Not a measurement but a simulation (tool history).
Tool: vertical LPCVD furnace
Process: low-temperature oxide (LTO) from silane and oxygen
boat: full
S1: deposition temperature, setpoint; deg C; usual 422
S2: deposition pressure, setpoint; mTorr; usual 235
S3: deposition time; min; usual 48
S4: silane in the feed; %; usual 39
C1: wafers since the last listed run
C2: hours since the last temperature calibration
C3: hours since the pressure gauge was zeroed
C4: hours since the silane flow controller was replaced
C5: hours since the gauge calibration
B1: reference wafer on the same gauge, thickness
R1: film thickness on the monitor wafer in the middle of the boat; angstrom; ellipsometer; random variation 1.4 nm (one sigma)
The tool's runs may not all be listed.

run	hour	S1	S2	S3	S4	C1	C2	C3	C4	C5	B1	R1
1	0	422	235	48	39	0	617	1955.8	4341.6	208.3	620.91	5698.3
2	53.5	422	235	48	39	556	670.5	2009.3	4395.1	261.8	622.67	5696.7
3	105	422	235	48	39	536	722	2060.8	4446.6	313.3	623.25	5689.4
4	129.3	422	235	48	39	252	746.3	2085.1	4470.9	337.6	623.6	5715.6
5	196.4	422	235	48	39	698	813.4	2152.2	4538	404.7	624.44	5684.6
6	227.4	431	235	35	39	322	844.4	2183.2	4569	435.7	624.86	4553.3
7	251.8	422	235	48	39	253	868.8	2207.6	4593.4	460.1	625.65	5725.4
8	317.7	422	235	48	39	685	934.7	2273.5	4659.3	526	626.37	5750.1
# hour 385.1: pressure gauge zeroed
9	385.6	422	235	48	39	456	1002.6	0.5	4727.2	593.9	625.89	5763.3
10	430.9	422	235	48	39	471	1047.9	45.8	4772.5	639.2	626.47	5725.2
# hour 474.5: silane flow controller replaced
11	475	422	235	35.5	39	209	1092	89.9	0.5	683.3	626.98	4242.6
12	533.8	422	235	35.5	39	612	1150.8	148.7	59.3	742.1	626.91	4233.3
13	572.3	415	235	48	39	400	1189.3	187.2	97.8	780.6	627.25	5332.7
14	630.3	418	235	48	43	603	1247.3	245.2	155.8	838.6	627.31	6131.3
# hour 652.9: gauge calibrated
15	670.2	428	235	48	43	415	1287.2	285.1	195.7	17.3	619.18	6699.3
16	727.9	422	190	48	39	600	1344.9	342.8	253.4	75	621.25	4598.9
# hour 780.6: thermocouples replaced and temperature profile calibrated
17	781.1	429	290	63.5	34	303	0.5	396	306.6	128.2	622.81	8470.5
18	828.5	431	275	48	39	493	47.9	443.4	354	175.6	623.94	7349.9
19	885.8	431	290	37	39	596	105.2	500.7	411.3	232.9	625.39	5948.2
20	950.2	416	200	65	44	670	169.6	565.1	475.7	297.3	626.98	7080.8
21	999.7	419	285	54	32	515	219.1	614.6	525.2	346.8	627.36	5896.8
22	1038.5	422	235	62.5	39	403	257.9	653.4	564	385.6	627.6	7483.7
23	1066.4	422	235	48	39	290	285.8	681.3	591.9	413.5	627.75	5736.3
24	1098.8	422	275	48	45	337	318.2	713.7	624.3	445.9	628.23	7806
25	1124.2	422	235	48	39	264	343.6	739.1	649.7	471.3	628.3	5736.7

Forecast each of these 5 alternatives for the next run:
A	1128.7	422	285	48	39	46	348.1	743.6	654.2	475.8	?	?
B	1128.7	426	200	63.5	39	46	348.1	743.6	654.2	475.8	?	?
C	1128.7	415	285	48	39	46	348.1	743.6	654.2	475.8	?	?
D	1128.7	416	280	48	39	46	348.1	743.6	654.2	475.8	?	?
E	1128.7	422	235	48	36	46	348.1	743.6	654.2	475.8	?	?

run	B1	R1
A	628.83	6989.9
B	628.83	6757.5
C	628.83	6501.8
D	628.83	6454.9
E	628.83	5237.4
Without the tool's hidden state the same runs would have given:
run	R1
A	6860.8
B	6632.6
C	6381.7
D	6335.6
E	5140.6
